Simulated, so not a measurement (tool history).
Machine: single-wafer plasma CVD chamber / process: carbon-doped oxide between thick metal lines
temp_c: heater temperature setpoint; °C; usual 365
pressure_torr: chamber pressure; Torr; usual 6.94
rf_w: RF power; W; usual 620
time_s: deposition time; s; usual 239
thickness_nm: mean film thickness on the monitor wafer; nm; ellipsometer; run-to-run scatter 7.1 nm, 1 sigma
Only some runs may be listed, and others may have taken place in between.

run   hour  temp_c  pressure_torr  rf_w  time_s  wafers since the last listed run  hours since the last thermocouple change  hours since the last RF generator calibration  hours since the last manometer calibration  hours since the showerhead was replaced  hours since the gauge calibration  read-back reference wafer on the same gauge, thickness_nm  thickness_nm
  1    0.0     365           6.94   620     239                                 0                                     617.3                                         1973.6                                       835.0                                   5728.5                               10.6                                                   1562.422      1511.691
  2   29.6     365           6.94   620     239                               281                                     646.9                                         2003.2                                       864.6                                   5758.1                               40.2                                                   1560.803      1504.201
  3   63.1     365           6.39   620     239                               318                                     680.4                                         2036.7                                       898.1                                   5791.6                               73.7                                                   1562.707      1493.858
  4   81.6     365           6.47   620     227                               175                                     698.9                                         2055.2                                       916.6                                   5810.1                               92.2                                                   1559.299      1425.711
  5  109.3     365           6.94   620     239                               263                                     726.6                                         2082.9                                       944.3                                   5837.8                              119.9                                                   1560.509      1498.188
  6  138.5     365           6.94   620     239                               277                                     755.8                                         2112.1                                       973.5                                   5867.0                              149.1                                                   1560.139      1508.643
     157.4  -- capacitance manometer re-zeroed and calibrated
  7  161.3     365           6.94   620     239                               140                                     778.6                                         2134.9                                         3.9                                   5889.8                              171.9                                                   1558.696      1486.311
  8  175.3     375           5.58   620     239                               133                                     792.6                                         2148.9                                        17.9                                   5903.8                              185.9                                                   1558.313      1448.703
  9  190.4     379           6.94   620     193                               143                                     807.7                                         2164.0                                        33.0                                   5918.9                              201.0                                                   1556.725      1179.255
 10  204.3     365           6.94   620     239                               132                                     821.6                                         2177.9                                        46.9                                   5932.8                              214.9                                                   1555.518      1490.557
 11  232.8     370           6.94   620     239                               271                                     850.1                                         2206.4                                        75.4                                   5961.3                              243.4                                                   1553.112      1483.500
 12  261.7     372           6.94   730     267                               274                                     879.0                                         2235.3                                       104.3                                   5990.2                              272.3                                                   1552.762      1825.954
 13  274.5     365           6.94   620     239                               121                                     891.8                                         2248.1                                       117.1                                   6003.0                              285.1                                                   1554.250      1497.694
 14  298.8     378           7.76   685     239                               231                                     916.1                                         2272.4                                       141.4                                   6027.3                              309.4                                                   1551.294      1573.750
     307.3  -- RF generator calibrated
 15  322.4     371           5.97   620     272                               148                                     939.7                                           15.1                                       165.0                                   6050.9                              333.0                                                   1548.408      1658.111
 16  346.4     378           5.42   575     239                               228                                     963.7                                           39.1                                       189.0                                   6074.9                              357.0                                                   1549.181      1350.312
     368.5  -- showerhead replaced
 17  375.7     365           7.73   620     265                               202                                     993.0                                           68.4                                       218.3                                      7.2                              386.3                                                   1545.380      1653.960
     404.3  -- thermocouple changed; heater temperature recalibrated
 18  404.8     365           6.94   535     239                               200                                       0.5                                           97.5                                       247.4                                     36.3                              415.4                                                   1548.650      1342.130
 19  418.1     365           6.94   620     274                               126                                      13.8                                          110.8                                       260.7                                     49.6                              428.7                                                   1545.972      1703.517
 20  453.1     365           6.10   730     239                               332                                      48.8                                          145.8                                       295.7                                     84.6                              463.7                                                   1541.750      1622.080
 21  478.5     365           6.94   620     239                               241                                      74.2                                          171.2                                       321.1                                    110.0                              489.1                                                   1538.192      1481.907
 22  504.7     365           6.94   620     239                               249                                     100.4                                          197.4                                       347.3                                    136.2                              515.3                                                   1537.174      1487.315
 23  525.8     365           6.94   570     252                               200                                     121.5                                          218.5                                       368.4                                    157.3                              536.4                                                   1537.116      1481.771
 24  542.2     365           6.94   620     239                               155                                     137.9                                          234.9                                       384.8                                    173.7                              552.8                                                   1530.199      1460.472
 25  573.0     375           5.82   660     223                               292                                     168.7                                          265.7                                       415.6                                    204.5                              583.6                                                   1530.243      1372.501
 26  594.6     365           5.77   735     239                               205                                     190.3                                          287.3                                       437.2                                    226.1                              605.2                                                   1528.271      1602.140
     609.8  -- gauge calibrated
 27  625.1     357           6.94   535     281                               290                                     220.8                                          317.8                                       467.7                                    256.6                               15.3                                                   1558.866      1636.169
 28  642.8     365           6.94   620     239                               168                                     238.5                                          335.5                                       485.4                                    274.3                               33.0                                                   1556.604      1500.847
 29  674.9     365           5.60   695     195                               305                                     270.6                                          367.6                                       517.5                                    306.4                               65.1                                                   1561.861      1293.366

List, for all runs, the conditions of the tool that the log does not record:
wafer temperature above the value expected at the setpoint (K): 0 at every run
delivered RF power above the setpoint (%): 0 at every run
true pressure above the setpoint (%): 0 at every run
H1: gauge reads high (%)
run        H1
  1     0.049
  2    0.0403
  3    0.0182
  4  0.000495
  5   -0.0335
  6   -0.0789
  7    -0.121
  8     -0.15
  9    -0.184
 10    -0.217
 11    -0.293
 12    -0.379
 13     -0.42
 14    -0.504
 15    -0.591
 16    -0.687
 17    -0.813
 18    -0.947
 19     -1.01
 20     -1.19
 21     -1.33
 22     -1.48
 23     -1.61
 24     -1.72
 25     -1.92
 26     -2.07
 27    0.0976
 28    0.0926
 29    0.0744
